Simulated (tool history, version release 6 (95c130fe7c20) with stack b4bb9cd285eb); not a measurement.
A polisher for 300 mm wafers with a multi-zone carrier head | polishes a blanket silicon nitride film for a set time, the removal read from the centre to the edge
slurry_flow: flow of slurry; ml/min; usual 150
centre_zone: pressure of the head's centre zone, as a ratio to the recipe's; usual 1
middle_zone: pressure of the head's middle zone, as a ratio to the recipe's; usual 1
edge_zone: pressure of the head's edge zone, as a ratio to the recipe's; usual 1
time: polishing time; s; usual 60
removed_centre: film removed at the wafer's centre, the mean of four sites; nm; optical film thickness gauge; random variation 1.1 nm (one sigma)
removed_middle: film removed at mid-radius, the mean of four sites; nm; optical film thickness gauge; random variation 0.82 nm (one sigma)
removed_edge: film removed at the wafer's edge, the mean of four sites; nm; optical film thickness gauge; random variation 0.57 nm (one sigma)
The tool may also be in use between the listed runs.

run	hour	slurry_flow	centre_zone	middle_zone	edge_zone	time	incoming thickness of the incoming film, nm	removed_centre	removed_middle	removed_edge
1	0	150	1	1	1	60	814	72.1	72.9	75.4
2	39.5	115	1.04	1.06	1	60	825.5	68.1	72.3	73.2
# hour 180.1: slurry nozzle cleaned, repeated, since the last time left the tool worse
3	184.1	105	0.88	1.11	1.06	60	830.6	65.3	83.6	80
4	221.2	150	1	1	1	48	821.9	63.6	64.2	64.9
5	409.1	100	0.91	1	1	60	820.5	66.9	74.6	77.9
# hour 461.1: centre zone pressure recalibrated
6	512.5	150	1	0.94	1	60	815.1	77.8	75.3	80.8
# hour 562.7: edge zone pressure recalibrated
7	568	150	0.94	1	0.94	76	836.9	92	102.4	98.8
# hour 572.3: worn pad replaced by a new one
8	662.8	150	1	1	1	60	818.9	79.5	78.2	79.6
9	702.6	150	1	1	1	42	819.8	55.6	56.1	55.2
# hour 726: slurry nozzle cleaned
10	779.4	150	1	1.09	1	44	812.4	58.9	64.6	59.3
# hour 819.3: carrier head's membrane replaced by a new one
11	1018.2	150	0.9	1	1	60	832.7	70.8	80.7	81.2
12	1096.8	150	0.93	1	1	60	814.1	72.4	78.7	80.6
# hour 1121.2: centre zone pressure recalibrated
13	1190.9	190	1.1	1	1	60	811.1	91.6	82.5	83
14	1254.6	110	1	1.05	1	60	819.1	73.2	78.9	76.4
# hour 1283.2: slurry nozzle cleaned
# hour 1283.5: worn pad replaced by a new one
15	1360	150	1	1.07	0.89	60	821.3	79.2	86.9	76.6
16	1466.2	150	1	1	1	60	819.6	79.1	80.9	81.6
17	1545.5	150	0.9	1	1	60	834.7	71.6	80.6	81.6
18	1608.7	150	1	1	1	60	831.7	79.2	80.7	80.7
19	1646.6	150	1	1.05	1.04	78	816.4	103.1	107.5	107.7
# hour 1707.7: edge zone pressure recalibrated
# hour 1712.6: centre zone pressure recalibrated
20	1739.1	150	1.03	1	1	60	811	80.3	80.3	80.2
21	1837.9	150	1	1.11	1	54	820.2	69.9	78.8	71.6
22	1880.8	125	1	1	1.1	77	820.9	93.3	96.6	104.4

4 ways to go on from here, each from the tool as it stands after run 22. What would each give?
A	1881.2	150	1	1	1	60	831.4	?	?	?
B	1881.2	150	1	1.07	1	60	831.4	?	?	?
C	1881.2	135	1	1	1.11	76	831.4	?	?	?
D	1881.2	185	1	1	1.08	79	831.4	?	?	?

run	removed_centre	removed_middle	removed_edge
A	74.6	79.3	79.1
B	74.7	84	79
C	92.5	98.5	104.1
D	102.3	108.1	110.9
Without the tool's hidden state the same runs would have given:
run	removed_centre	removed_middle	removed_edge
A	78	82.5	81.3
B	78.1	87.4	81.2
C	97.1	102.8	107.2
D	106.2	111.9	113.6

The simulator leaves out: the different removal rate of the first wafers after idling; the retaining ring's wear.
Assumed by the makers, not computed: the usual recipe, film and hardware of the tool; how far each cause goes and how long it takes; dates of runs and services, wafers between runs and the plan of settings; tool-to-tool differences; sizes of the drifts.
